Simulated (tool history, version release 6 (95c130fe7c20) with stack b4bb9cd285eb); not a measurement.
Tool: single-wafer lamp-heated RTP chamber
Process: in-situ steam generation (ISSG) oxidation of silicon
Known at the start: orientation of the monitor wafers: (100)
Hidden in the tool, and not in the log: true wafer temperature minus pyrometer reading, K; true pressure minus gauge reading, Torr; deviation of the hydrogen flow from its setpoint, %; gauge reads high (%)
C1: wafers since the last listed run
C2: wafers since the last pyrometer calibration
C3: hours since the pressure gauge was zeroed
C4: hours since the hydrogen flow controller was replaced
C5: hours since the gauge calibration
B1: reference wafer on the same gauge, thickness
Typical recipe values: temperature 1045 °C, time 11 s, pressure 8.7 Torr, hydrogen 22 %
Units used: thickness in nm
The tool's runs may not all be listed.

Run 1, hour 0.0: usual settings but temperature 1036 °C, hydrogen 27 %; C1 0; C2 3774; C3 1251.2; C4 2113.2; C5 2011.5; B1 4.490. Result: thickness 4.845 nm.
Run 2, hour 58.1: usual settings; C1 711; C2 4486; C3 1309.3; C4 2171.3; C5 2069.6; B1 4.491. Result: thickness 4.802 nm.
Run 3, hour 108.4: usual settings but time 9 s; C1 615; C2 5102; C3 1359.6; C4 2221.6; C5 2119.9; B1 4.493. Result: thickness 4.379 nm.
At hour 133.1: pyrometer window cleaned and pyrometer calibrated.
Run 4, hour 145.0: usual settings but time 9 s; C1 350; C2 146; C3 1396.2; C4 2258.2; C5 2156.5; B1 4.490. Result: thickness 4.320 nm.
Run 5, hour 244.9: usual settings; C1 1223; C2 1369; C3 1496.1; C4 2358.1; C5 2256.4; B1 4.489. Result: thickness 4.757 nm.
Run 6, hour 331.5: usual settings but hydrogen 14 %; C1 1060; C2 2429; C3 1582.7; C4 2444.7; C5 2343.0; B1 4.490. Result: thickness 4.277 nm.
Run 7, hour 413.6: usual settings but hydrogen 14 %; C1 1005; C2 3435; C3 1664.8; C4 2526.8; C5 2425.1; B1 4.487. Result: thickness 4.280 nm.
Run 8, hour 521.3: usual settings but pressure 7.9 Torr, hydrogen 29 %; C1 1318; C2 4753; C3 1772.5; C4 2634.5; C5 2532.8; B1 4.490. Result: thickness 5.207 nm.
Run 9, hour 586.6: usual settings but pressure 7.9 Torr, hydrogen 29 %; C1 799; C2 5553; C3 1837.8; C4 2699.8; C5 2598.1; B1 4.493. Result: thickness 5.210 nm.
At hour 669.3: pyrometer window cleaned and pyrometer calibrated.
Run 10, hour 679.0: usual settings but pressure 7.9 Torr, hydrogen 29 %; C1 1033; C2 118; C3 1930.2; C4 2792.2; C5 2690.5; B1 4.490. Result: thickness 5.137 nm.
At hour 745.7: hydrogen flow controller replaced.
Run 11, hour 888.0: usual settings; C1 2461; C2 2579; C3 2139.2; C4 142.3; C5 2899.5; B1 4.490. Result: thickness 4.824 nm.
At hour 906.5: gauge calibrated.
Run 12, hour 968.7: usual settings; C1 988; C2 3567; C3 2219.9; C4 223.0; C5 62.2; B1 4.492. Result: thickness 4.819 nm.
At hour 978.1: pressure gauge zeroed.
Run 13, hour 1035.2: usual settings; C1 716; C2 4283; C3 57.1; C4 289.5; C5 128.7; B1 4.491. Result: thickness 4.845 nm.
Run 14, hour 1109.4: usual settings but pressure 7.3 Torr; C1 908; C2 5192; C3 131.3; C4 363.7; C5 202.9; B1 4.490. Result: thickness 4.861 nm.
At hour 1172.9: pyrometer window cleaned and pyrometer calibrated.
Run 15, hour 1180.5: usual settings but temperature 1029 °C, time 9 s, hydrogen 19 %; C1 772; C2 92; C3 202.4; C4 434.8; C5 274.0; B1 4.491. Result: thickness 3.936 nm.
Run 16, hour 1286.5: usual settings but temperature 1036 °C, hydrogen 13 %; C1 1297; C2 1390; C3 308.4; C4 540.8; C5 380.0; B1 4.488. Result: thickness 4.067 nm.
Run 17, hour 1387.6: usual settings but temperature 1058 °C, pressure 8.1 Torr, hydrogen 14 %; C1 1237; C2 2628; C3 409.5; C4 641.9; C5 481.1; B1 4.489. Result: thickness 4.592 nm.
Run 18, hour 1436.5: usual settings but pressure 7.9 Torr, hydrogen 12 %; C1 598; C2 3227; C3 458.4; C4 690.8; C5 530.0; B1 4.488. Result: thickness 4.169 nm.
Run 19, hour 1534.2: usual settings; C1 1196; C2 4423; C3 556.1; C4 788.5; C5 627.7; B1 4.489. Result: thickness 4.835 nm.
Run 20, hour 1580.7: usual settings but pressure 9.5 Torr; C1 569; C2 4992; C3 602.6; C4 835.0; C5 674.2; B1 4.490. Result: thickness 4.813 nm.
At hour 1589.5: pyrometer window cleaned and pyrometer calibrated.
Run 21, hour 1654.8: usual settings but pressure 9.1 Torr, hydrogen 15 %; C1 809; C2 799; C3 676.7; C4 909.1; C5 748.3; B1 4.491. Result: thickness 4.341 nm.
Run 22, hour 1749.2: usual settings; C1 1155; C2 1955; C3 771.1; C4 1003.5; C5 842.7; B1 4.489. Result: thickness 4.780 nm.
Run 23, hour 1802.9: usual settings but temperature 1060 °C, pressure 7.3 Torr; C1 657; C2 2613; C3 824.8; C4 1057.2; C5 896.4; B1 4.490. Result: thickness 5.165 nm.
Run 24, hour 2007.5: usual settings; C1 2505; C2 5118; C3 1029.4; C4 1261.8; C5 1101.0; B1 4.491. Result: thickness 4.822 nm.
At hour 2020.3: pyrometer window cleaned and pyrometer calibrated.
Run 25, hour 2080.0: usual settings but temperature 1057 °C; C1 789; C2 730; C3 1101.9; C4 1334.3; C5 1173.5; B1 4.490. Result: thickness 5.068 nm.
Run 26, hour 2158.3: usual settings but pressure 7.3 Torr, hydrogen 28 %; C1 958; C2 1689; C3 1180.2; C4 1412.6; C5 1251.8; B1 4.489. Result: thickness 5.115 nm.
Run 27, hour 2370.9: usual settings but temperature 1034 °C, time 8 s, hydrogen 18 %; C1 2603; C2 4292; C3 1392.8; C4 1625.2; C5 1464.4; B1 4.491. Result: thickness 3.746 nm.

Consider 3 possible next runs. They are alternatives, not a sequence: every one starts from the tool as it was left by run 27. What does each give?
Run A, hour 2371.4: usual settings but hydrogen 29 %; C1 6; C2 4298; C3 1393.3; C4 1625.7; C5 1464.9; B1 ?. Result: thickness ?.
Run B, hour 2371.4: usual settings but temperature 1051 °C, time 7 s; C1 6; C2 4298; C3 1393.3; C4 1625.7; C5 1464.9; B1 ?. Result: thickness ?.
Run C, hour 2371.4: usual settings but temperature 1032 °C, hydrogen 17 %; C1 6; C2 4298; C3 1393.3; C4 1625.7; C5 1464.9; B1 ?. Result: thickness ?.

run     B1  thickness
  A  4.489      5.153
  B  4.489      3.961
  C  4.489      4.251
Without the tool's unlogged condition, the same runs would have read:
run  thickness
  A      5.151
  B      3.968
  C      4.255
